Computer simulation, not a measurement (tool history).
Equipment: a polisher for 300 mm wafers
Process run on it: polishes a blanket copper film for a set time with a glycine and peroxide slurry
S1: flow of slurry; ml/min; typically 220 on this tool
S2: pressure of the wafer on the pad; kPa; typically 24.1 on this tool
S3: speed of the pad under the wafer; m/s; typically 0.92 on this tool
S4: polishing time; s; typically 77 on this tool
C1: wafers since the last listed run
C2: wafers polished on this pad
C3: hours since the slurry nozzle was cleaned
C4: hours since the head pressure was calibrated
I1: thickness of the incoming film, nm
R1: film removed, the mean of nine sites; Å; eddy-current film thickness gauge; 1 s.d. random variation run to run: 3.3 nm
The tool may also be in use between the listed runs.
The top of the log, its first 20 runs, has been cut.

run,day,S1,S2,S3,S4,C1,C2,C3,C4,I1,R1
21,43.188,220,27.6,0.92,69,680,2241,712.2,234.9,1415.2,4545
22,45.421,200,17.2,0.92,70,540,2781,765.8,288.5,1457.0,3105
# day 46.079: slurry nozzle cleaned
23,47.912,220,26.9,1.02,77,593,3375,44.0,348.3,1434.8,5706
24,49.183,220,31.0,0.92,77,307,3682,74.5,378.8,1424.2,5904
25,50.667,220,24.1,0.92,77,359,4041,110.1,414.4,1422.0,4712
# day 51.633: worn pad replaced by a new one
26,52.600,150,24.1,0.92,54,427,234,156.5,460.8,1422.3,3154
27,55.062,170,20.0,0.92,77,596,830,215.6,519.9,1440.3,3905
28,56.950,220,24.1,0.92,60,457,1287,260.9,565.2,1435.8,3670
29,58.025,160,24.1,0.92,66,260,1547,286.7,591.0,1441.7,3865
30,59.083,220,24.1,0.92,77,256,1804,312.1,616.4,1445.2,4677
31,60.100,220,24.1,0.92,99,246,2050,336.5,640.8,1434.0,5963
32,61.283,220,18.6,0.74,77,286,2336,364.9,669.2,1438.4,3157
33,62.929,220,24.1,0.92,77,398,2735,404.4,708.7,1426.0,4625
34,64.350,220,28.3,1.12,77,344,3079,438.5,742.8,1424.7,6333
35,68.908,185,29.0,1.20,94,1103,4183,547.9,852.2,1419.6,8199

The next listed run, before its measurement:
# day 69.708: worn pad replaced by a new one
36,71.054,250,24.1,0.92,77,479,326,599.4,903.7,1412.6,?

Run 36 came out at R1 4641 Å.
With no hidden state in the tool, this same run would have given R1 4799 Å.
